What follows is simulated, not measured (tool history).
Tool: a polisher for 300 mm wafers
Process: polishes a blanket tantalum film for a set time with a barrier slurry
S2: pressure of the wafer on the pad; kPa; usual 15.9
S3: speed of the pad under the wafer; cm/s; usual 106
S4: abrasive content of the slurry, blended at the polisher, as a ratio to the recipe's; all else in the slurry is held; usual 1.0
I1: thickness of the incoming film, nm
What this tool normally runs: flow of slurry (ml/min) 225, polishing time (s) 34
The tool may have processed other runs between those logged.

Run 1, hour 0.0: usual settings; I1 407.8. Result: film removed (nm) 65.1.
Run 2, hour 6.9: usual settings but flow of slurry (ml/min) 260; I1 410.1. Result: film removed (nm) 66.1.
Run 3, hour 14.9: usual settings; I1 411.6. Result: film removed (nm) 64.0.
Run 4, hour 23.8: usual settings; I1 409.3. Result: film removed (nm) 63.3.
Run 5, hour 33.0: usual settings; I1 409.8. Result: film removed (nm) 63.5.
Run 6, hour 45.1: usual settings but flow of slurry (ml/min) 165; I1 404.3. Result: film removed (nm) 58.7.
Run 7, hour 57.6: usual settings but flow of slurry (ml/min) 165; I1 411.0. Result: film removed (nm) 58.9.
Run 8, hour 67.7: usual settings; I1 415.6. Result: film removed (nm) 61.8.
Run 9, hour 85.5: usual settings but S3 136 cm/s; I1 409.7. Result: film removed (nm) 76.3.
At hour 97.4: worn pad replaced by a new one.
Run 10, hour 99.4: usual settings but flow of slurry (ml/min) 275, S2 11.7 kPa, S3 96 cm/s, S4 0.8; I1 408.6. Result: film removed (nm) 46.7.
At hour 102.2: head pressure recalibrated.
At hour 102.4: slurry nozzle cleaned.
Run 11, hour 112.8: usual settings; I1 409.3. Result: film removed (nm) 67.2.
Run 12, hour 121.1: usual settings but flow of slurry (ml/min) 295, S2 21.4 kPa, S4 1.2, polishing time (s) 27; I1 404.3. Result: film removed (nm) 73.6.
Run 13, hour 133.0: usual settings but S2 11.7 kPa, S4 1.2; I1 406.2. Result: film removed (nm) 54.6.
At hour 138.9: slurry blender recalibrated.
Run 14, hour 141.2: usual settings but flow of slurry (ml/min) 165; I1 405.5. Result: film removed (nm) 63.3.

Predict the results of run 15:
Run 15, hour 147.8: usual settings but S2 11.0 kPa, S4 1.1; I1 417.6. Result: film removed (nm) ?.

{"run 15": {"film removed (nm)": 50.8}}
Without the tool's hidden state the same run would have given film removed (nm) 55.1.

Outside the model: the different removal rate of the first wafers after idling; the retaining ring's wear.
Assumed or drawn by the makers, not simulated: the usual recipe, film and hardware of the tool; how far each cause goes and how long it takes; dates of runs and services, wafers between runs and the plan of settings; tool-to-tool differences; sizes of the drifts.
